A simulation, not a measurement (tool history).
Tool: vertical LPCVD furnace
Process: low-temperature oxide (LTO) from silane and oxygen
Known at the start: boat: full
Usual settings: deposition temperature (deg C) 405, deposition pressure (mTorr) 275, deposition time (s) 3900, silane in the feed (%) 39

run,hour,deposition temperature (deg C),deposition pressure (mTorr),deposition time (s),silane in the feed (%),wafers since the last listed run,hours since the last temperature calibration,hours since the pressure gauge was zeroed,hours since the silane flow controller was replaced,hours since the gauge calibration,"read-back reference wafer on the same gauge, thickness",film thickness on the monitor wafer in the middle of the boat (nm)
1,0,405,275,3900,39,0,3861.4,1397,4063.3,1203.3,718.97,806.11
2,90.5,405,275,3900,39,1006,3951.9,1487.5,4153.8,1293.8,720.18,819.02
3,178.7,405,275,3900,39,981,4040.1,1575.7,4242,1382,718.47,819.2
4,215.3,405,275,4530,39,407,4076.7,1612.3,4278.6,1418.6,719.58,947.47
5,303.8,405,275,3900,39,984,4165.2,1700.8,4367.1,1507.1,719.17,817.32
# hour 332.8: pressure gauge zeroed
6,405.1,405,275,3900,39,859,4266.5,72.3,4468.4,1608.4,718.39,753.42
7,483.2,405,275,3900,39,868,4344.6,150.4,4546.5,1686.5,719.05,764.68
8,578.6,405,275,3900,39,1061,4440,245.8,4641.9,1781.9,719.21,760.02
9,836.2,405,275,3900,39,2865,4697.6,503.4,4899.5,2039.5,719.19,774.04
10,924.7,405,295,3900,39,984,4786.1,591.9,4988,2128,718.07,827.64
11,1008.3,405,295,3900,39,929,4869.7,675.5,5071.6,2211.6,719.69,829.74
12,1044.3,405,295,3900,39,400,4905.7,711.5,5107.6,2247.6,719.07,835.29
13,1136.5,414,275,3900,39,1025,4997.9,803.7,5199.8,2339.8,719.16,862.98
# hour 1178.2: thermocouples replaced and temperature profile calibrated
14,1243,405,275,3900,39,917,64.8,910.2,5306.3,2446.3,718.24,785.71
15,1331.2,405,275,3900,39,981,153,998.4,5394.5,2534.5,718.7,782.88
16,1378.6,398,335,4470,39,527,200.4,1045.8,5441.9,2581.9,719.29,1021.05
17,1517.7,396,235,3900,34,1547,339.5,1184.9,5581,2721,718.41,511.91
# hour 1581.5: silane flow controller replaced
18,1624,405,275,3900,39,915,445.8,1291.2,42.5,2827.3,719.15,790.89
19,1663.8,405,275,4980,39,442,485.6,1331,82.3,2867.1,718.98,1017.57
20,1760.1,405,275,3900,39,1071,581.9,1427.3,178.6,2963.4,718,794.88
# hour 1797.6: gauge calibrated
21,1827.6,414,250,4530,39,750,649.4,1494.8,246.1,30,719.31,928.46
# hour 1906.8: pressure gauge zeroed
22,1912.9,415,225,2730,45,681,734.7,6.1,331.4,115.3,718.59,577.37
23,1955.4,405,255,4800,39,472,777.2,48.6,373.9,157.8,719.05,880.78
24,1998.5,401,275,3900,39,479,820.3,91.7,417,200.9,719.66,740.82
25,2077.1,405,275,3900,39,874,898.9,170.3,495.6,279.5,719.22,779.29
26,2126,405,275,3900,44,543,947.8,219.2,544.5,328.4,719.36,887.49
27,2214.3,405,275,3390,39,982,1036.1,307.5,632.8,416.7,719.23,677.15
28,2255.9,405,315,3360,33,462,1077.7,349.1,674.4,458.3,719.58,615.68
29,2343.1,411,335,3480,36,969,1164.9,436.3,761.6,545.5,718.58,814.92
30,2387.8,405,275,3900,39,497,1209.6,481,806.3,590.2,719.03,787.52
31,2442.3,413,275,3900,47,606,1264.1,535.5,860.8,644.7,718.47,1047.22

Forecast each of these 4 alternatives for the next run:
A,2446.3,405,275,3900,39,44,1268.1,539.5,864.8,648.7,?,?
B,2446.3,405,225,3900,36,44,1268.1,539.5,864.8,648.7,?,?
C,2446.3,405,230,4500,39,44,1268.1,539.5,864.8,648.7,?,?
D,2446.3,405,255,3900,35,44,1268.1,539.5,864.8,648.7,?,?

run,"read-back reference wafer on the same gauge, thickness",film thickness on the monitor wafer in the middle of the boat (nm)
A,719.35,779.17
B,719.35,579
C,719.35,754.43
D,719.35,630.95
Without the tool's hidden state the same runs would have given:
run,film thickness on the monitor wafer in the middle of the boat (nm)
A,765.9
B,567
C,739.12
D,619.37

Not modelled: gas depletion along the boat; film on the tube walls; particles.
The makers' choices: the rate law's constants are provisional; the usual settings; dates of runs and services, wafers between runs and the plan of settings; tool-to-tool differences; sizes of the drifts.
